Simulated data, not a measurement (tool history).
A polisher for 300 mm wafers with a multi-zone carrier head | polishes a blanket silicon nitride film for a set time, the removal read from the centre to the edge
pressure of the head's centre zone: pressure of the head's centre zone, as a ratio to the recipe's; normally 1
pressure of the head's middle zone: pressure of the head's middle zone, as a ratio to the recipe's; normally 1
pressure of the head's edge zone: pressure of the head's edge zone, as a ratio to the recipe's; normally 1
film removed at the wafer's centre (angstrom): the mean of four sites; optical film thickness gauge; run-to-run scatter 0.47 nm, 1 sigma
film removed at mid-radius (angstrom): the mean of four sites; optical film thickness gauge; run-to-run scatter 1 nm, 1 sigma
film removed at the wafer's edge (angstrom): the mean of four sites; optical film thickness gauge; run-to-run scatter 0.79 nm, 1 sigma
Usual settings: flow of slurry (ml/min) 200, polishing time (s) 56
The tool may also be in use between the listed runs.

| run | hour | flow of slurry (ml/min) | pressure of the head's centre zone | pressure of the head's middle zone | pressure of the head's edge zone | polishing time (s) | wafers since the last listed run | wafers polished on this pad | hours since the slurry nozzle was cleaned | hours since the centre zone pressure was calibrated | hours since the edge zone pressure was calibrated | hours since the carrier head's membrane was replaced | incoming thickness of the incoming film, nm | film removed at the wafer's centre (angstrom) | film removed at mid-radius (angstrom) | film removed at the wafer's edge (angstrom) |
|---|---|---|---|---|---|---|---|---|---|---|---|---|---|---|---|---|
| 1 | 0 | 200 | 1 | 1 | 1 | 56 | 0 | 2856 | 257.3 | 19 | 841.2 | 730 | 654.8 | 612 | 654 | 641 |
|  | 5.5 | worn pad replaced by a new one |
| 2 | 84.3 | 180 | 1 | 1 | 1 | 56 | 1237 | 1214 | 341.6 | 103.3 | 925.5 | 814.3 | 665.8 | 632 | 653 | 637 |
|  | 103.8 | carrier head's membrane replaced by a new one |
| 3 | 104.3 | 200 | 1.12 | 1 | 0.89 | 71 | 231 | 1445 | 361.6 | 123.3 | 945.5 | 0.5 | 647 | 904 | 808 | 787 |
|  | 116.3 | slurry nozzle cleaned |
| 4 | 128.7 | 200 | 1 | 1.09 | 1 | 72 | 360 | 1806 | 12.4 | 147.7 | 969.9 | 24.9 | 650 | 811 | 907 | 820 |
| 5 | 155.8 | 250 | 1 | 1.12 | 0.96 | 56 | 417 | 2223 | 39.5 | 174.8 | 997 | 52 | 646.5 | 660 | 753 | 649 |
|  | 183.7 | worn pad replaced by a new one |
| 6 | 184.2 | 200 | 0.96 | 1.04 | 1.1 | 66 | 376 | 8 | 67.9 | 203.2 | 1025.4 | 80.4 | 648.9 | 759 | 845 | 829 |
| 7 | 202.4 | 200 | 1 | 1.07 | 1.05 | 56 | 280 | 288 | 86.1 | 221.4 | 1043.6 | 98.6 | 652.6 | 669 | 735 | 680 |
| 8 | 222.8 | 200 | 1 | 1 | 1 | 51 | 314 | 603 | 106.5 | 241.8 | 1064 | 119 | 651.9 | 601 | 603 | 599 |
|  | 258.6 | edge zone pressure recalibrated |
| 9 | 259.1 | 200 | 1 | 0.92 | 0.93 | 37 | 528 | 1131 | 142.8 | 278.1 | 0.5 | 155.3 | 657.7 | 432 | 415 | 413 |
| 10 | 268.7 | 250 | 1 | 1.12 | 0.96 | 56 | 147 | 1279 | 152.4 | 287.7 | 10.1 | 164.9 | 664 | 678 | 754 | 660 |
| 11 | 280.9 | 200 | 1 | 1.09 | 1 | 72 | 188 | 1467 | 164.6 | 299.9 | 22.3 | 177.1 | 662.4 | 844 | 910 | 838 |
| 12 | 311.4 | 200 | 1 | 1 | 1 | 56 | 470 | 1938 | 195.1 | 330.4 | 52.8 | 207.6 | 666.9 | 649 | 653 | 659 |
| 13 | 329.9 | 200 | 0.94 | 1 | 0.88 | 56 | 285 | 2223 | 213.6 | 348.9 | 71.3 | 226.1 | 657.4 | 613 | 651 | 609 |
| 14 | 351.9 | 200 | 0.89 | 1.04 | 1.1 | 47 | 339 | 2562 | 235.6 | 370.9 | 93.3 | 248.1 | 660.2 | 488 | 566 | 564 |
| 15 | 373 | 200 | 1 | 1 | 1 | 56 | 325 | 2887 | 256.7 | 392 | 114.4 | 269.2 | 661.5 | 658 | 655 | 655 |
|  | 398.7 | worn pad replaced by a new one |
| 16 | 401.1 | 230 | 1.05 | 1 | 1.1 | 64 | 371 | 37 | 284.8 | 420.1 | 142.5 | 297.3 | 649.6 | 847 | 780 | 810 |
| 17 | 432.1 | 160 | 1 | 1 | 1 | 73 | 477 | 515 | 315.8 | 451.1 | 173.5 | 328.3 | 657.4 | 845 | 849 | 847 |
|  | 445.6 | centre zone pressure recalibrated |
|  | 450.3 | slurry nozzle cleaned |
| 18 | 460.7 | 270 | 1 | 0.94 | 0.9 | 66 | 394 | 909 | 10.4 | 15.1 | 202.1 | 356.9 | 656.3 | 763 | 792 | 763 |
| 19 | 505.7 | 200 | 1 | 1 | 1 | 56 | 693 | 1603 | 55.4 | 60.1 | 247.1 | 401.9 | 667.3 | 627 | 651 | 651 |
| 20 | 541.5 | 145 | 1 | 1 | 1 | 63 | 551 | 2155 | 91.2 | 95.9 | 282.9 | 437.7 | 661 | 657 | 713 | 699 |
| 21 | 560.9 | 200 | 0.89 | 1.11 | 1 | 62 | 299 | 2454 | 110.6 | 115.3 | 302.3 | 457.1 | 648.1 | 616 | 799 | 736 |

Alternative continuations, all from the tool just after run 21; predict every row:
| A | 561.3 | 235 | 1 | 1 | 1 | 56 | 6 | 2460 | 111 | 115.7 | 302.7 | 457.5 | 660.9 | ? | ? | ? |
| B | 561.3 | 200 | 1 | 1.1 | 0.95 | 72 | 6 | 2460 | 111 | 115.7 | 302.7 | 457.5 | 660.9 | ? | ? | ? |
| C | 561.3 | 200 | 1 | 1.06 | 0.9 | 56 | 6 | 2460 | 111 | 115.7 | 302.7 | 457.5 | 660.9 | ? | ? | ? |
| D | 561.3 | 235 | 1 | 1 | 0.91 | 56 | 6 | 2460 | 111 | 115.7 | 302.7 | 457.5 | 660.9 | ? | ? | ? |
| E | 561.3 | 260 | 1 | 1 | 0.97 | 56 | 6 | 2460 | 111 | 115.7 | 302.7 | 457.5 | 660.9 | ? | ? | ? |

| run | film removed at the wafer's centre (angstrom) | film removed at mid-radius (angstrom) | film removed at the wafer's edge (angstrom) |
|---|---|---|---|
| A | 647 | 664 | 668 |
| B | 812 | 905 | 826 |
| C | 632 | 682 | 628 |
| D | 647 | 664 | 642 |
| E | 656 | 672 | 666 |
Take away the tool's hidden state, keep each run's random variation, and the runs would have read:
| run | film removed at the wafer's centre (angstrom) | film removed at mid-radius (angstrom) | film removed at the wafer's edge (angstrom) |
|---|---|---|---|
| A | 675 | 697 | 702 |
| B | 847 | 951 | 867 |
| C | 659 | 716 | 660 |
| D | 675 | 697 | 674 |
| E | 684 | 705 | 699 |
